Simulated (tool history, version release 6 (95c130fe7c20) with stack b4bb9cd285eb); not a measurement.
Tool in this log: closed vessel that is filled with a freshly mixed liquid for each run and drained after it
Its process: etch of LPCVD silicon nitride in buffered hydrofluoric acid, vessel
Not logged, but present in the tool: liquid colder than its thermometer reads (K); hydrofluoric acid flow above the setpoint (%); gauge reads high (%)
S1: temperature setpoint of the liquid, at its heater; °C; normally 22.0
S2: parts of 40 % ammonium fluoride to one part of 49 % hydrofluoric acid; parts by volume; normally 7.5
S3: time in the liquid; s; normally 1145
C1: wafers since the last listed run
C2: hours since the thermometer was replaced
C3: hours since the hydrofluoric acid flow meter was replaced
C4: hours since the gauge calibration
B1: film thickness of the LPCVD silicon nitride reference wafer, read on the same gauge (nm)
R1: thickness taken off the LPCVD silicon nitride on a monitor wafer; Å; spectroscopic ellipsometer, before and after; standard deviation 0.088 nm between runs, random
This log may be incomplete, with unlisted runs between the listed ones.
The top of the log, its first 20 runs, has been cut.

run,hour,S1,S2,S3,C1,C2,C3,C4,B1,R1
21,1033.8,18.0,6.0,1145,3098,408.4,373.3,509.4,110.00,230.7
22,1079.8,18.5,7.5,1500,2784,454.4,419.3,555.4,109.99,254.7
# hour 1128.5: hydrofluoric acid flow meter replaced
23,1134.9,22.0,9.0,1485,3274,509.5,6.4,610.5,110.01,243.8
24,1163.3,19.0,7.5,1320,1718,537.9,34.8,638.9,110.00,222.2
25,1188.4,22.0,7.5,1145,1519,563.0,59.9,664.0,109.98,230.0
26,1231.7,22.0,7.5,1145,2620,606.3,103.2,707.3,110.02,230.6
27,1299.3,22.0,7.5,1715,4091,673.9,170.8,774.9,109.99,346.4
28,1330.5,23.5,7.5,1145,1888,705.1,202.0,806.1,110.00,253.0
29,1376.3,22.0,7.5,875,2772,750.9,247.8,851.9,109.98,177.6
# hour 1543.6: hydrofluoric acid flow meter replaced
30,1561.2,23.5,6.5,505,11130,935.8,17.6,1036.8,110.02,125.2
31,1605.4,17.5,9.5,1645,2675,980.0,61.8,1081.0,110.01,200.7
32,1646.3,25.5,5.0,720,2475,1020.9,102.7,1121.9,109.99,250.8

Predict each of these 4 candidate next runs independently; none follows another, all start after run 32:
A,1647.3,22.0,7.5,770,60,1021.9,103.7,1122.9,?,?
B,1647.3,26.0,7.5,1590,60,1021.9,103.7,1122.9,?,?
C,1647.3,22.0,9.0,1145,60,1021.9,103.7,1122.9,?,?
D,1647.3,22.0,7.5,560,60,1021.9,103.7,1122.9,?,?

run,B1,R1
A,109.97,154.6
B,109.97,397.1
C,109.97,188.7
D,109.97,112.4
The same runs, with their run-to-run variation unchanged, on a tool lacking any hidden condition would have given:
run,R1
A,154.9
B,397.7
C,189.0
D,112.7

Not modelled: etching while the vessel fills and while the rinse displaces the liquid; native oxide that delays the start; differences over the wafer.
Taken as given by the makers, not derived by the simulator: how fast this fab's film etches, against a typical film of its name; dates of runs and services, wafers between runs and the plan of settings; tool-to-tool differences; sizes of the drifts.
